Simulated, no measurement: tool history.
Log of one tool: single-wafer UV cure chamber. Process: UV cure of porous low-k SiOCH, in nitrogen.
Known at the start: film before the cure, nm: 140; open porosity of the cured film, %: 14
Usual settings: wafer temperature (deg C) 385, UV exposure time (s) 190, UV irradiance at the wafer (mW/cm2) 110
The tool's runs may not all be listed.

run     day  wafer temperature (deg C)  UV exposure time (s)  UV irradiance at the wafer (mW/cm2)  wafers since the last listed run  hours since the UV bulbs were replaced  wafers since the quartz window was cleaned  loss of film thickness in the cure (%)
  1   0.000                        385                   190                                   83                                 0                                  1191.2                                        1723                                   6.797
  2   0.462                        385                   190                                   83                                87                                  1202.3                                        1811                                   6.813
  3   1.150                        397                   190                                  141                               130                                  1218.8                                        1941                                   8.736
  4   1.442                        397                   190                                  141                                55                                  1225.8                                        1996                                   8.611
  5   1.742                        385                   190                                  110                                56                                  1233.0                                        2053                                   7.679
  6   2.138                        385                   190                                  110                                74                                  1242.5                                        2128                                   7.519
  7   2.392                        385                   190                                  110                                48                                  1248.6                                        2176                                   7.418
  8   2.688                        385                   190                                  110                                56                                  1255.7                                        2232                                   7.476
  9   3.021                        385                   190                                  110                                63                                  1263.7                                        2296                                   7.355
 10   3.288                        385                   190                                  110                                50                                  1270.1                                        2346                                   7.333
 11   3.954                        385                   190                                  110                               126                                  1286.1                                        2472                                   7.186
      4.429  -- quartz window cleaned
 12   4.450                        385                    90                                  110                                30                                  1298.0                                           3                                   5.399
 13   4.750                        372                   130                                  139                                56                                  1305.2                                          60                                   7.383
 14   5.204                        385                   190                                  110                                86                                  1316.1                                         146                                   8.048
 15   5.879                        380                   255                                   87                               127                                  1332.3                                         274                                   8.174
 16   6.308                        385                   150                                  122                                81                                  1342.6                                         355                                   7.627
      6.746  -- UV bulbs replaced
 17   6.767                        399                   220                                  110                                23                                     0.5                                         379                                  10.843
 18   7.421                        385                   190                                  110                               123                                    16.2                                         503                                   9.884
 19   7.992                        385                   190                                   77                               108                                    29.9                                         611                                   8.537
 20   8.321                        379                   190                                  110                                62                                    37.8                                         673                                   9.658
 21   8.917                        390                   190                                   88                               112                                    52.1                                         786                                   8.983
 22   9.554                        373                    80                                   78                               120                                    67.4                                         907                                   5.147
 23  10.188                        403                   270                                  110                               119                                    82.6                                        1027                                  11.552

The tool's hidden state at each run:
H1: lamp output below its setpoint, %
H2: transmission lost against a clean window, %
run    H1     H2
  1  35.9   12.1
  2  36.2   13.1
  3  36.7   14.8
  4  36.9   15.6
  5  37.1   16.4
  6  37.3   17.4
  7  37.5   18.1
  8  37.7     19
  9  37.9     20
 10  38.1   20.8
 11  38.6   22.9
 12  38.9  0.256
 13  39.1  0.268
 14  39.4   0.33
 15  39.9  0.514
 16  40.2   0.69
 17  3.12  0.929
 18  3.57   1.36
 19  3.96   1.82
 20  4.18   2.12
 21  4.59   2.74
 22  5.02   3.49
 23  5.45   4.34

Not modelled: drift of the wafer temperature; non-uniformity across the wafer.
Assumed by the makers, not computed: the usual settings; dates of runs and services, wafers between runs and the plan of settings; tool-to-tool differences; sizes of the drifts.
